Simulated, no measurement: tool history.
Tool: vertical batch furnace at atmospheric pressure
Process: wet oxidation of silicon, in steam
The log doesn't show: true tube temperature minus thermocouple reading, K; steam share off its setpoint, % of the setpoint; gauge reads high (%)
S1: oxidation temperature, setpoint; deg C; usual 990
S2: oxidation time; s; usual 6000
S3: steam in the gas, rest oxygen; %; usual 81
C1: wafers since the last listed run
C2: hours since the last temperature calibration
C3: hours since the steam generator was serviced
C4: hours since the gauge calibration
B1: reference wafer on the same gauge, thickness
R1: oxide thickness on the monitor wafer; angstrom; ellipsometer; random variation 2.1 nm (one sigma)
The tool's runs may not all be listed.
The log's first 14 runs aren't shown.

run,hour,S1,S2,S3,C1,C2,C3,C4,B1,R1
15,1073.2,980,6000,81,966,3302.8,4293.9,2257.2,531.86,4421.2
16,1115.9,990,6000,81,409,3345.5,4336.6,2299.9,531.47,4714.4
# hour 1159.9: steam generator serviced
17,1199.9,990,6000,81,575,3429.5,40.0,2383.9,532.08,4754.9
# hour 1224.3: thermocouples replaced and temperature profile calibrated
18,1306.3,974,8790,69,789,82.0,146.4,2490.3,531.55,4734.3
19,1368.0,990,6000,81,591,143.7,208.1,2552.0,532.16,4623.3
# hour 1414.3: gauge calibrated
20,1689.6,968,7860,69,3083,465.3,529.7,275.3,532.07,4244.8
21,1772.9,990,6000,81,798,548.6,613.0,358.6,531.87,4659.4
22,1853.4,969,3510,81,771,629.1,693.5,439.1,531.86,2648.6
23,1889.9,1007,4890,88,349,665.6,730.0,475.6,531.85,4771.4
24,1980.8,990,6000,81,871,756.5,820.9,566.5,532.43,4660.0
25,2055.4,968,7860,69,715,831.1,895.5,641.1,531.23,4227.7
26,2162.1,1004,7470,93,1022,937.8,1002.2,747.8,532.03,6424.7
27,2198.5,982,7950,76,348,974.2,1038.6,784.2,532.50,5133.9
28,2248.2,990,6000,88,476,1023.9,1088.3,833.9,531.95,4957.9
29,2337.8,1007,6000,81,858,1113.5,1177.9,923.5,532.27,5248.1
30,2419.5,998,3720,76,783,1195.2,1259.6,1005.2,531.91,3409.4
31,2507.4,990,8280,86,842,1283.1,1347.5,1093.1,532.03,5972.7
32,2592.1,974,3330,81,812,1367.8,1432.2,1177.8,531.63,2726.1
33,2678.5,980,7890,75,828,1454.2,1518.6,1264.2,532.24,4989.3
34,2739.0,990,8010,86,580,1514.7,1579.1,1324.7,532.69,5888.8
35,2834.7,1011,6000,88,917,1610.4,1674.8,1420.4,532.01,5681.0
36,2926.1,1010,4980,86,876,1701.8,1766.2,1511.8,531.69,4900.5
37,2984.4,990,6000,91,558,1760.1,1824.5,1570.1,531.52,5063.5

Forecast each of these 5 alternatives for the next run:
A,2990.5,990,6000,81,58,1766.2,1830.6,1576.2,?,?
B,2990.5,990,8580,90,58,1766.2,1830.6,1576.2,?,?
C,2990.5,982,6000,81,58,1766.2,1830.6,1576.2,?,?
D,2990.5,1011,3030,92,58,1766.2,1830.6,1576.2,?,?
E,2990.5,1008,6000,92,58,1766.2,1830.6,1576.2,?,?

run,B1,R1
A,532.33,4666.0
B,532.33,6313.9
C,532.33,4408.5
D,532.33,3714.6
E,532.33,5687.4
Without the tool's hidden state the same runs would have given:
run,R1
A,4556.5
B,6182.2
C,4299.4
D,3627.2
E,5572.8

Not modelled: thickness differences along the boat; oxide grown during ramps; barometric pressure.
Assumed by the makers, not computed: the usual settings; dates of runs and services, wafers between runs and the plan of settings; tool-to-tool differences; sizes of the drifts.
